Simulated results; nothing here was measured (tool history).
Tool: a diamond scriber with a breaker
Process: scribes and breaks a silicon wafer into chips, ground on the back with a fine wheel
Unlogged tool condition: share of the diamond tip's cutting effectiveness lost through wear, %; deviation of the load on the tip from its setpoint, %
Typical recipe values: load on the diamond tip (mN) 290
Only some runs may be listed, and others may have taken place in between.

run,hour,load on the diamond tip (mN),wafers since the last listed run,hours since the diamond tip was replaced,hours since the load on the tip was calibrated,"incoming depth of the damage left on the back of the incoming wafer, um",depth of the median crack under the scribed line (µm),chips rejected at inspection after the break (%)
1,0,290,0,170.8,756.9,2.09,10.97,2.39
2,59.4,290,238,230.2,816.3,1.72,10.86,1.93
3,127.4,290,273,298.2,884.3,2.05,10.81,2.6
4,155.1,264,111,325.9,912,2.9,10.15,5.1
5,183.5,264,114,354.3,940.4,2.15,10.18,4.43
# hour 194.1: diamond tip replaced by a new one
6,210.7,264,101,16.6,967.6,2.24,10.14,4.4
7,248.2,290,150,54.1,1005.1,2.08,10.6,2.55
8,309.3,290,245,115.2,1066.2,2.08,10.78,2.72
9,368,290,235,173.9,1124.9,1.53,10.58,2.26
10,401,261,132,206.9,1157.9,2.39,10.03,5.06
11,452.5,261,207,258.4,1209.4,2.62,9.92,5.54
12,492.8,290,162,298.7,1249.7,1.65,10.52,2.35
13,518.3,290,102,324.2,1275.2,1.6,10.5,2.62
14,546.7,290,114,352.6,1303.6,2.33,10.74,3.03
# hour 572: diamond tip replaced by a new one
15,580.7,290,128,8.7,1337.6,2.55,10.37,3.12
16,609.6,353,116,37.6,1366.5,1.77,11.96,2.32
17,680.8,353,286,108.8,1437.7,1.83,11.84,2.16
18,721.6,353,164,149.6,1478.5,2.54,11.92,2.62
# hour 776.7: load on the tip recalibrated
19,792.8,290,278,220.8,16.1,2.56,11.46,2.58
20,830.2,290,150,258.2,53.5,2.17,11.29,2.23
21,893.3,247,253,321.3,116.6,2.55,10.21,4.89
# hour 909.3: diamond tip replaced by a new one
22,920.4,290,100,11.1,143.7,2.96,11.36,3.1
23,951.3,349,124,42,174.6,2.09,12.62,3.98
24,1015.5,252,258,106.2,238.8,2.34,10.25,3.77
25,1109.6,349,378,200.3,332.9,2.8,12.69,4.18
26,1180.4,359,284,271.1,403.7,1.62,12.99,3.96
27,1213.8,343,134,304.5,437.1,2.21,12.52,3.43
# hour 1219.2: diamond tip replaced by a new one
28,1285.2,290,278,66,508.5,1.76,11.14,1.93
29,1388.8,208,416,169.6,612.1,1.78,8.79,11.26
30,1438.4,317,199,219.2,661.7,1.87,11.65,1.9
31,1508.5,267,281,289.3,731.8,1.53,10.32,3
32,1557.9,370,198,338.7,781.2,2.9,12.87,4.68
# hour 1567.5: diamond tip replaced by a new one
33,1595.5,322,143,28,818.8,2.73,11.66,2.55
34,1648.5,340,213,81,871.8,2.12,12.19,2.25
35,1680.4,357,128,112.9,903.7,1.78,12.58,2.92
36,1712.5,324,129,145,935.8,2.14,11.59,2.1
37,1758.6,334,185,191.1,981.9,2.96,11.86,3
38,1784.4,316,103,216.9,1007.7,2.95,11.42,2.86
39,1810.9,290,106,243.4,1034.2,1.92,10.58,2.29

Predict each of these 3 candidate next runs independently; none follows another, all start after run 39:
A,1811.4,290,2,243.9,1034.7,1.89,?,?
B,1811.4,313,2,243.9,1034.7,1.89,?,?
C,1811.4,332,2,243.9,1034.7,1.89,?,?

run,depth of the median crack under the scribed line (µm),chips rejected at inspection after the break (%)
A,10.73,2.32
B,11.3,1.9
C,11.76,2.09
What these runs would have given with no unlogged condition in the tool:
run,depth of the median crack under the scribed line (µm),chips rejected at inspection after the break (%)
A,11.29,1.9
B,11.89,2.22
C,12.37,2.98
